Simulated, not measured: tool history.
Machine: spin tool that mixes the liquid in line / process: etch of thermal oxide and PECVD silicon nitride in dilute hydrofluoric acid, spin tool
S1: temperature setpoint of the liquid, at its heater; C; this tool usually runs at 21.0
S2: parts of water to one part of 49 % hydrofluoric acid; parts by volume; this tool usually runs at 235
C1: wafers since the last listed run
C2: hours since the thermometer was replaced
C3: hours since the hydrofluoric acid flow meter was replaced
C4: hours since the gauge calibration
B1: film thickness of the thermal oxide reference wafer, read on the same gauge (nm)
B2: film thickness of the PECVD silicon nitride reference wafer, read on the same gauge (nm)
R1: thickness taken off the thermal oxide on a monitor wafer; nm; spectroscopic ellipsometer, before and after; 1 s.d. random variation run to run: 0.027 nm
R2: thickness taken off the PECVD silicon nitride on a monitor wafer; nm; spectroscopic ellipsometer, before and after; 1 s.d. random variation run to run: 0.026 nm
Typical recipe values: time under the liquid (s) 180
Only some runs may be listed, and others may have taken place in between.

{"run": 1, "hour": 0.0, "S1": 21.0, "S2": 235, "time under the liquid (s)": 240, "C1": 0, "C2": 2127.6, "C3": 85.2, "C4": 670.9, "B1": 110.02, "B2": 80.01, "R1": 3.537, "R2": 3.262}
{"run": 2, "hour": 27.4, "S1": 21.0, "S2": 235, "time under the liquid (s)": 240, "C1": 121, "C2": 2155.0, "C3": 112.6, "C4": 698.3, "B1": 110.043, "B2": 79.998, "R1": 3.567, "R2": 3.231}
{"run": 3, "hour": 58.5, "S1": 21.0, "S2": 235, "time under the liquid (s)": 240, "C1": 138, "C2": 2186.1, "C3": 143.7, "C4": 729.4, "B1": 109.978, "B2": 79.954, "R1": 3.594, "R2": 3.257}
{"run": 4, "hour": 92.7, "S1": 21.0, "S2": 235, "time under the liquid (s)": 95, "C1": 151, "C2": 2220.3, "C3": 177.9, "C4": 763.6, "B1": 110.004, "B2": 79.999, "R1": 1.41, "R2": 1.273}
{"run": 5, "hour": 119.0, "S1": 21.0, "S2": 235, "time under the liquid (s)": 255, "C1": 116, "C2": 2246.6, "C3": 204.2, "C4": 789.9, "B1": 110.003, "B2": 79.996, "R1": 3.848, "R2": 3.537}
{"run": 6, "hour": 145.6, "S1": 21.0, "S2": 140, "time under the liquid (s)": 180, "C1": 118, "C2": 2273.2, "C3": 230.8, "C4": 816.5, "B1": 110.024, "B2": 80.031, "R1": 5.015, "R2": 3.988}
{"run": 7, "hour": 175.4, "S1": 21.0, "S2": 235, "time under the liquid (s)": 180, "C1": 132, "C2": 2303.0, "C3": 260.6, "C4": 846.3, "B1": 110.023, "B2": 79.993, "R1": 2.678, "R2": 2.461}
{"run": 8, "hour": 208.6, "S1": 21.0, "S2": 345, "time under the liquid (s)": 130, "C1": 147, "C2": 2336.2, "C3": 293.8, "C4": 879.5, "B1": 110.046, "B2": 79.981, "R1": 1.219, "R2": 1.229}
{"run": 9, "hour": 233.3, "S1": 21.0, "S2": 120, "time under the liquid (s)": 90, "C1": 109, "C2": 2360.9, "C3": 318.5, "C4": 904.2, "B1": 109.979, "B2": 79.961, "R1": 2.955, "R2": 2.337}
{"run": 10, "hour": 245.3, "S1": 19.5, "S2": 140, "time under the liquid (s)": 150, "C1": 53, "C2": 2372.9, "C3": 330.5, "C4": 916.2, "B1": 110.024, "B2": 79.992, "R1": 3.984, "R2": 3.072}
{"run": 11, "hour": 277.8, "S1": 21.0, "S2": 235, "time under the liquid (s)": 180, "C1": 144, "C2": 2405.4, "C3": 363.0, "C4": 948.7, "B1": 109.999, "B2": 80.017, "R1": 2.745, "R2": 2.493}
{"run": 12, "hour": 308.1, "S1": 19.0, "S2": 315, "time under the liquid (s)": 80, "C1": 134, "C2": 2435.7, "C3": 393.3, "C4": 979.0, "B1": 110.004, "B2": 79.996, "R1": 0.78, "R2": 0.714}
{"run": 13, "hour": 329.4, "S1": 19.0, "S2": 125, "time under the liquid (s)": 180, "C1": 94, "C2": 2457.0, "C3": 414.6, "C4": 1000.3, "B1": 109.984, "B2": 79.98, "R1": 5.257, "R2": 3.91}
{"run": 14, "hour": 345.9, "S1": 21.0, "S2": 170, "time under the liquid (s)": 180, "C1": 73, "C2": 2473.5, "C3": 431.1, "C4": 1016.8, "B1": 109.986, "B2": 80.0, "R1": 3.957, "R2": 3.316}
{"hour": 402.7, "done": "gauge calibrated"}
{"run": 15, "hour": 430.0, "S1": 21.0, "S2": 145, "time under the liquid (s)": 180, "C1": 373, "C2": 2557.6, "C3": 515.2, "C4": 27.3, "B1": 110.003, "B2": 80.022, "R1": 4.749, "R2": 3.928}
{"hour": 455.0, "done": "thermometer replaced"}
{"run": 16, "hour": 462.5, "S1": 18.5, "S2": 335, "time under the liquid (s)": 100, "C1": 139, "C2": 7.5, "C3": 547.7, "C4": 59.8, "B1": 110.018, "B2": 80.025, "R1": 0.883, "R2": 0.831}
{"run": 17, "hour": 477.1, "S1": 21.0, "S2": 150, "time under the liquid (s)": 150, "C1": 64, "C2": 22.1, "C3": 562.3, "C4": 74.4, "B1": 110.004, "B2": 79.991, "R1": 3.828, "R2": 3.148}
{"run": 18, "hour": 494.0, "S1": 21.0, "S2": 350, "time under the liquid (s)": 180, "C1": 75, "C2": 39.0, "C3": 579.2, "C4": 91.3, "B1": 110.001, "B2": 80.034, "R1": 1.588, "R2": 1.682}
{"run": 19, "hour": 508.8, "S1": 21.0, "S2": 235, "time under the liquid (s)": 180, "C1": 65, "C2": 53.8, "C3": 594.0, "C4": 106.1, "B1": 109.99, "B2": 79.994, "R1": 2.68, "R2": 2.441}
{"run": 20, "hour": 539.3, "S1": 21.0, "S2": 235, "time under the liquid (s)": 180, "C1": 135, "C2": 84.3, "C3": 624.5, "C4": 136.6, "B1": 109.976, "B2": 80.0, "R1": 2.733, "R2": 2.45}
{"run": 21, "hour": 560.3, "S1": 21.0, "S2": 235, "time under the liquid (s)": 180, "C1": 93, "C2": 105.3, "C3": 645.5, "C4": 157.6, "B1": 109.999, "B2": 79.989, "R1": 2.725, "R2": 2.421}
{"run": 22, "hour": 581.6, "S1": 21.0, "S2": 165, "time under the liquid (s)": 95, "C1": 94, "C2": 126.6, "C3": 666.8, "C4": 178.9, "B1": 110.035, "B2": 80.027, "R1": 2.159, "R2": 1.822}
{"run": 23, "hour": 608.5, "S1": 17.0, "S2": 235, "time under the liquid (s)": 180, "C1": 119, "C2": 153.5, "C3": 693.7, "C4": 205.8, "B1": 110.005, "B2": 80.017, "R1": 2.264, "R2": 1.878}
{"run": 24, "hour": 625.0, "S1": 21.0, "S2": 235, "time under the liquid (s)": 180, "C1": 73, "C2": 170.0, "C3": 710.2, "C4": 222.3, "B1": 110.013, "B2": 79.995, "R1": 2.715, "R2": 2.437}
{"run": 25, "hour": 640.8, "S1": 22.5, "S2": 190, "time under the liquid (s)": 85, "C1": 70, "C2": 185.8, "C3": 726.0, "C4": 238.1, "B1": 109.99, "B2": 80.035, "R1": 1.75, "R2": 1.58}
{"run": 26, "hour": 667.3, "S1": 17.0, "S2": 155, "time under the liquid (s)": 180, "C1": 117, "C2": 212.3, "C3": 752.5, "C4": 264.6, "B1": 109.994, "B2": 80.02, "R1": 3.769, "R2": 2.815}
{"run": 27, "hour": 700.4, "S1": 25.0, "S2": 150, "time under the liquid (s)": 180, "C1": 147, "C2": 245.4, "C3": 785.6, "C4": 297.7, "B1": 109.972, "B2": 80.021, "R1": 5.408, "R2": 4.879}

Below are 3 alternative next runs, each starting from the tool's condition after run 27. Predict each:
{"run": "A", "hour": 700.9, "S1": 21.0, "S2": 325, "time under the liquid (s)": 180, "C1": 2, "C2": 245.9, "C3": 786.1, "C4": 298.2, "B1": "?", "B2": "?", "R1": "?", "R2": "?"}
{"run": "B", "hour": 700.9, "S1": 21.0, "S2": 335, "time under the liquid (s)": 180, "C1": 2, "C2": 245.9, "C3": 786.1, "C4": 298.2, "B1": "?", "B2": "?", "R1": "?", "R2": "?"}
{"run": "C", "hour": 700.9, "S1": 19.5, "S2": 170, "time under the liquid (s)": 180, "C1": 2, "C2": 245.9, "C3": 786.1, "C4": 298.2, "B1": "?", "B2": "?", "R1": "?", "R2": "?"}

run=A B1=110.011 B2=79.993 R1=1.778 R2=1.811
run=B B1=110.011 B2=79.993 R1=1.709 R2=1.758
run=C B1=110.011 B2=79.993 R1=3.719 R2=3.083
Without the tool's hidden state the same runs would have given:
run=A R1=1.778 R2=1.811
run=B R1=1.709 R2=1.758
run=C R1=3.719 R2=3.083

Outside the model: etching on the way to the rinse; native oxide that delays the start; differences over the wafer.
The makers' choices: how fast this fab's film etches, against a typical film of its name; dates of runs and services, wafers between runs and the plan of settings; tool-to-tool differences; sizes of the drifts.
